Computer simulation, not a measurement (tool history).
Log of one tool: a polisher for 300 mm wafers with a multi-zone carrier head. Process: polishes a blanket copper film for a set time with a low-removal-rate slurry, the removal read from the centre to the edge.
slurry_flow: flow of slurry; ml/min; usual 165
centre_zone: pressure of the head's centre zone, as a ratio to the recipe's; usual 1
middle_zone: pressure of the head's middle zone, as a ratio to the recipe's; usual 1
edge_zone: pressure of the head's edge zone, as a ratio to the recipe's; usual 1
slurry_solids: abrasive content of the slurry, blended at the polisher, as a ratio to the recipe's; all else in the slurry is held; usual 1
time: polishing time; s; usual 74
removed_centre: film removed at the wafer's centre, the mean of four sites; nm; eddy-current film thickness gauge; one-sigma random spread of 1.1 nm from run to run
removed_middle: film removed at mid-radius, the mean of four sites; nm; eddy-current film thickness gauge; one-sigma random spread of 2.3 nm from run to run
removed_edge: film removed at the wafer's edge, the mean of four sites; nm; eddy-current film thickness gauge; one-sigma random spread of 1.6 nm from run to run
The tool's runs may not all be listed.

run,hour,slurry_flow,centre_zone,middle_zone,edge_zone,slurry_solids,time,"incoming thickness of the incoming film, nm",removed_centre,removed_middle,removed_edge
1,0,130,1,1,1,1.1,74,1195.8,168,168,175.8
# hour 61.4: edge zone pressure recalibrated
2,64.8,165,1,1,1,1,74,1227.1,172.9,170.8,179.7
# hour 98.1: slurry nozzle cleaned
# hour 140.3: worn pad replaced by a new one
3,166.6,165,1,1,1,1,74,1229.9,182.7,186.5,186.5
4,208.8,120,1,1,0.92,1.15,74,1191.4,173.8,174.7,179.3
# hour 330.4: centre zone pressure recalibrated
5,413.4,165,1,1,1,1,74,1229.6,176.2,179,182.5
6,494.3,165,1.08,1,1,1,74,1212.9,189.7,174.4,182.4
7,568.6,165,1,1,1,1,74,1186.8,176.6,171.5,181
8,635.2,220,1.06,1,1,1,74,1221.4,194.4,181.1,186
# hour 709.9: slurry nozzle cleaned
# hour 723.1: edge zone pressure recalibrated
# hour 743.5: worn pad replaced by a new one
9,823,140,1,1,0.88,0.85,59,1210.4,132.4,133,129.2
10,929.3,165,0.9,1,1,1,74,1217,163.5,174,181.8
11,990.9,165,1,1,1,1,74,1224.3,180,176.3,183
12,1041,165,1,1,1,0.9,66,1191.6,154.5,148.4,158.8
# hour 1076.4: centre zone pressure recalibrated
13,1133.7,145,1,1,0.95,1,85,1207.4,196.3,192.6,200.8
14,1191.8,165,1,0.95,0.95,0.8,94,1190.6,209.4,200,207.8
15,1298.1,210,1,1.11,1.06,1,74,1224.3,183.4,198.1,191.4
# hour 1336: worn pad replaced by a new one
# hour 1355.2: slurry nozzle cleaned
# hour 1361.3: edge zone pressure recalibrated
16,1369.5,165,1,1.11,1.06,0.7,65,1211,142.8,152.8,148.2
17,1431.7,165,1,1,1,1,74,1214.6,180.6,179.3,184
18,1475.1,210,1.07,1,1,1,92,1230.6,249.1,229.8,237.3
19,1531.2,165,1,1,1,1,74,1208.4,180.8,179.9,183.7
20,1621.2,165,1,1,1,1,74,1224.8,177,172.9,183.5
21,1692.6,165,1,1,1,1,74,1211.2,178.1,175.8,180.7
# hour 1708.5: centre zone pressure recalibrated
22,1791.8,165,1,1,1.05,1,60,1229.9,141.8,140.5,150.7

3 ways to go on from here, each from the tool as it stands after run 22. What would each give?
A,1792.2,165,1,1,1,1,74,1199.2,?,?,?
B,1792.2,165,1,1,1.08,1,74,1199.2,?,?,?
C,1792.2,165,1.04,1,1,1,92,1199.2,?,?,?

run,removed_centre,removed_middle,removed_edge
A,175.5,176.1,177.9
B,175.5,176,184.8
C,226,218.8,221.2
Without the tool's hidden state the same runs would have given:
run,removed_centre,removed_middle,removed_edge
A,184.8,184.8,185.4
B,184.8,184.8,192.6
C,238.1,229.7,230.5
